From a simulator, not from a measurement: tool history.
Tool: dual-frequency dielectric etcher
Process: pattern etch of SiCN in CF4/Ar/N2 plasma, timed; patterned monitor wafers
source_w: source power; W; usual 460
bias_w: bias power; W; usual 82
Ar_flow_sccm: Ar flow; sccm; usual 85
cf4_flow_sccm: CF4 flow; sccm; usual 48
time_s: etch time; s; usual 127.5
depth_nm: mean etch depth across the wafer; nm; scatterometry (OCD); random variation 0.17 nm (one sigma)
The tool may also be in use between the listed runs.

run   hour  source_w  bias_w  Ar_flow_sccm  cf4_flow_sccm  time_s  wafers since the last listed run  hours since the last wet clean  hours since the last source power generator calibration  hours since the last bias power generator calibration  hours since the last Ar flow controller change  hours since the last CF4 flow controller change  hours since the last upper electrode change  hours since the gauge calibration  read-back reference wafer on the same gauge, depth_nm  depth_nm
  1    0.0       420      96            85             48   127.5                                 0                           456.0                                                   3654.0                                                 2233.2                                          4541.2                                           3709.7                                       2819.9                                4.8                                                   96.0     103.1
  2   23.0       420      96            85             48   127.5                               135                           479.0                                                   3677.0                                                 2256.2                                          4564.2                                           3732.7                                       2842.9                               27.8                                                   96.0     102.8
  3   40.0       460      82            85             48   127.5                               100                           496.0                                                   3694.0                                                 2273.2                                          4581.2                                           3749.7                                       2859.9                               44.8                                                   95.9     103.0
  4  103.7       460      82            85             48   127.5                               375                           559.7                                                   3757.7                                                 2336.9                                          4644.9                                           3813.4                                       2923.6                              108.5                                                   96.0     102.9
     124.7  -- source power generator calibrated
     150.2  -- wet clean of the chamber
  5  150.7       520      82            85             48   127.5                               111                             0.5                                                     26.0                                                 2383.9                                          4691.9                                           3860.4                                       2970.6                              155.5                                                   96.0     127.6
  6  154.6       520      82            85             48   127.5                                22                             4.4                                                     29.9                                                 2387.8                                          4695.8                                           3864.3                                       2974.5                              159.4                                                   96.0     127.5
     194.9  -- upper electrode replaced
  7  256.1       460      82            85             48   149.0                               456                           105.9                                                    131.4                                                 2489.3                                          4797.3                                           3965.8                                         61.2                              260.9                                                   96.0     130.5
     263.4  -- CF4 flow controller replaced
     275.2  -- bias power generator calibrated
  8  279.3       460      68            85             51   127.5                                77                           129.1                                                    154.6                                                    4.1                                          4820.5                                             15.9                                         84.4                              284.1                                                   96.0     100.3
     294.9  -- Ar flow controller replaced
  9  303.7       380      82            94             48   127.5                               108                           153.5                                                    179.0                                                   28.5                                             8.8                                             40.3                                        108.8                              308.5                                                   96.1      89.6
     313.9  -- gauge calibrated
 10  333.1       460      88            85             41   127.5                               173                           182.9                                                    208.4                                                   57.9                                            38.2                                             69.7                                        138.2                               19.2                                                   96.0     114.6
 11  351.0       460      82            85             48   127.5                               105                           200.8                                                    226.3                                                   75.8                                            56.1                                             87.6                                        156.1                               37.1                                                   96.0     111.5
 12  368.0       400      63            85             48   127.5                               100                           217.8                                                    243.3                                                   92.8                                            73.1                                            104.6                                        173.1                               54.1                                                   96.0      81.8
 13  389.4       360      82            85             48   127.5                               126                           239.2                                                    264.7                                                  114.2                                            94.5                                            126.0                                        194.5                               75.5                                                   96.0      86.1
 14  403.6       460      82            85             48   127.5                                83                           253.4                                                    278.9                                                  128.4                                           108.7                                            140.2                                        208.7                               89.7                                                   96.0     110.7

Forecast each of these 5 alternatives for the next run:
  A  404.1       460      82            85             48   127.5                                 2                           253.9                                                    279.4                                                  128.9                                           109.2                                            140.7                                        209.2                               90.2                                                      ?         ?
  B  404.1       460      63            74             60   117.0                                 2                           253.9                                                    279.4                                                  128.9                                           109.2                                            140.7                                        209.2                               90.2                                                      ?         ?
  C  404.1       350      64            99             55   127.5                                 2                           253.9                                                    279.4                                                  128.9                                           109.2                                            140.7                                        209.2                               90.2                                                      ?         ?
  D  404.1       460      82            85             48   138.5                                 2                           253.9                                                    279.4                                                  128.9                                           109.2                                            140.7                                        209.2                               90.2                                                      ?         ?
  E  404.1       460      82            85             48   113.0                                 2                           253.9                                                    279.4                                                  128.9                                           109.2                                            140.7                                        209.2                               90.2                                                      ?         ?

run  read-back reference wafer on the same gauge, depth_nm  depth_nm
  A                                                   96.0     111.0
  B                                                   96.0      91.8
  C                                                   96.0      70.0
  D                                                   96.0     120.6
  E                                                   96.0      98.4
Without the tool's hidden state the same runs would have given:
run  depth_nm
  A     112.6
  B      93.1
  C      70.9
  D     122.3
  E      99.8
